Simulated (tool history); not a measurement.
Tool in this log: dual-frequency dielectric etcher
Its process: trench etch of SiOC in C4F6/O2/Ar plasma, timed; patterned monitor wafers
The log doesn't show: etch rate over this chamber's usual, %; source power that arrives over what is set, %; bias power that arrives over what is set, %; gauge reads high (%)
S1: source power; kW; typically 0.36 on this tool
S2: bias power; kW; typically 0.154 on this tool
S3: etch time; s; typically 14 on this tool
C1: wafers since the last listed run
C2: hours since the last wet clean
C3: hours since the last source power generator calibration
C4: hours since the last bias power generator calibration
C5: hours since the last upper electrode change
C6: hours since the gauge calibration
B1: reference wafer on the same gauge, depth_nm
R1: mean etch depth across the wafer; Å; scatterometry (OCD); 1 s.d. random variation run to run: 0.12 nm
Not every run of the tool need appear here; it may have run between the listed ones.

{"run": 1, "hour": 0.0, "S1": 0.36, "S2": 0.154, "S3": 15, "C1": 0, "C2": 325.8, "C3": 3172.1, "C4": 1703.5, "C5": 2839.7, "C6": 879.7, "B1": 30.63, "R1": 287.4}
{"run": 2, "hour": 66.4, "S1": 0.36, "S2": 0.154, "S3": 14, "C1": 674, "C2": 392.2, "C3": 3238.5, "C4": 1769.9, "C5": 2906.1, "C6": 946.1, "B1": 30.5, "R1": 267.5}
{"hour": 122.8, "done": "wet clean of the chamber"}
{"run": 3, "hour": 123.3, "S1": 0.36, "S2": 0.154, "S3": 14, "C1": 334, "C2": 0.5, "C3": 3295.4, "C4": 1826.8, "C5": 2963, "C6": 1003, "B1": 30.42, "R1": 267.8}
{"run": 4, "hour": 171.9, "S1": 0.36, "S2": 0.154, "S3": 14, "C1": 494, "C2": 49.1, "C3": 3344, "C4": 1875.4, "C5": 3011.6, "C6": 1051.6, "B1": 30.44, "R1": 266.4}
{"run": 5, "hour": 243.4, "S1": 0.36, "S2": 0.154, "S3": 14, "C1": 726, "C2": 120.6, "C3": 3415.5, "C4": 1946.9, "C5": 3083.1, "C6": 1123.1, "B1": 30.29, "R1": 266.3}
{"run": 6, "hour": 299.5, "S1": 0.36, "S2": 0.154, "S3": 12, "C1": 570, "C2": 176.7, "C3": 3471.6, "C4": 2003, "C5": 3139.2, "C6": 1179.2, "B1": 30.3, "R1": 227.8}
{"run": 7, "hour": 347.7, "S1": 0.36, "S2": 0.154, "S3": 12, "C1": 489, "C2": 224.9, "C3": 3519.8, "C4": 2051.2, "C5": 3187.4, "C6": 1227.4, "B1": 30.22, "R1": 226.9}
{"run": 8, "hour": 397.5, "S1": 0.32, "S2": 0.154, "S3": 16, "C1": 506, "C2": 274.7, "C3": 3569.6, "C4": 2101, "C5": 3237.2, "C6": 1277.2, "B1": 30.13, "R1": 293.9}
{"run": 9, "hour": 432.6, "S1": 0.39, "S2": 0.154, "S3": 15, "C1": 356, "C2": 309.8, "C3": 3604.7, "C4": 2136.1, "C5": 3272.3, "C6": 1312.3, "B1": 30.14, "R1": 287.2}
{"hour": 473.8, "done": "gauge calibrated"}
{"hour": 509.2, "done": "upper electrode replaced"}
{"run": 10, "hour": 509.7, "S1": 0.39, "S2": 0.154, "S3": 15, "C1": 539, "C2": 386.9, "C3": 3681.8, "C4": 2213.2, "C5": 0.5, "C6": 35.9, "B1": 31.39, "R1": 298.2}
{"run": 11, "hour": 573.0, "S1": 0.36, "S2": 0.154, "S3": 14, "C1": 643, "C2": 450.2, "C3": 3745.1, "C4": 2276.5, "C5": 63.8, "C6": 99.2, "B1": 31.27, "R1": 272.1}
{"hour": 632.6, "done": "wet clean of the chamber"}
{"run": 12, "hour": 641.4, "S1": 0.36, "S2": 0.154, "S3": 14, "C1": 451, "C2": 8.8, "C3": 3813.5, "C4": 2344.9, "C5": 132.2, "C6": 167.6, "B1": 31.21, "R1": 271.7}
{"run": 13, "hour": 685.9, "S1": 0.36, "S2": 0.189, "S3": 14, "C1": 452, "C2": 53.3, "C3": 3858, "C4": 2389.4, "C5": 176.7, "C6": 212.1, "B1": 31.13, "R1": 291.4}
{"run": 14, "hour": 714.0, "S1": 0.39, "S2": 0.138, "S3": 12, "C1": 285, "C2": 81.4, "C3": 3886.1, "C4": 2417.5, "C5": 204.8, "C6": 240.2, "B1": 31.09, "R1": 229.9}
{"run": 15, "hour": 813.2, "S1": 0.36, "S2": 0.154, "S3": 14, "C1": 1008, "C2": 180.6, "C3": 3985.3, "C4": 2516.7, "C5": 304, "C6": 339.4, "B1": 31, "R1": 272}
{"hour": 826.7, "done": "source power generator calibrated"}
{"hour": 851.8, "done": "bias power generator calibrated"}
{"run": 16, "hour": 856.1, "S1": 0.31, "S2": 0.136, "S3": 11, "C1": 354, "C2": 223.5, "C3": 29.4, "C4": 4.3, "C5": 346.9, "C6": 382.3, "B1": 31.03, "R1": 197.8}
{"run": 17, "hour": 908.0, "S1": 0.39, "S2": 0.154, "S3": 15, "C1": 527, "C2": 275.4, "C3": 81.3, "C4": 56.2, "C5": 398.8, "C6": 434.2, "B1": 30.97, "R1": 295.4}
{"run": 18, "hour": 933.7, "S1": 0.29, "S2": 0.135, "S3": 16, "C1": 261, "C2": 301.1, "C3": 107, "C4": 81.9, "C5": 424.5, "C6": 459.9, "B1": 30.89, "R1": 284}
{"run": 19, "hour": 996.6, "S1": 0.36, "S2": 0.19, "S3": 14, "C1": 639, "C2": 364, "C3": 169.9, "C4": 144.8, "C5": 487.4, "C6": 522.8, "B1": 30.89, "R1": 288.8}
{"run": 20, "hour": 1056.2, "S1": 0.36, "S2": 0.133, "S3": 11, "C1": 605, "C2": 423.6, "C3": 229.5, "C4": 204.4, "C5": 547, "C6": 582.4, "B1": 30.8, "R1": 202.2}
{"hour": 1096.7, "done": "wet clean of the chamber"}
{"run": 21, "hour": 1097.2, "S1": 0.36, "S2": 0.154, "S3": 15.5, "C1": 172, "C2": 0.5, "C3": 270.5, "C4": 245.4, "C5": 588, "C6": 623.4, "B1": 30.69, "R1": 297.2}

A few steps of R1 between consecutive runs. Split each: what settings, incoming material and random variation would produce without the hidden state, and what is left over for the hidden state, along with gauge scatter present in only one of the two compared results (measured, and without hidden state):
Run 7 -> 8: S1 0.36 -> 0.32, S3 12 -> 16. R1 +67 Å: hidden state -3, all else +70.
Run 9 -> 10: gauge calibrated, upper electrode replaced. R1 +11 Å: hidden state +11.6, all else -0.6.
Run 16 -> 17: S1 0.31 -> 0.39, S2 0.136 -> 0.154, S3 11 -> 15. R1 +97.6 Å: hidden state -1.8, all else +99.4.
Run 20 -> 21: S2 0.133 -> 0.154, S3 11 -> 15.5, wet clean of the chamber. R1 +95 Å: hidden state -2.3, all else +97.3.
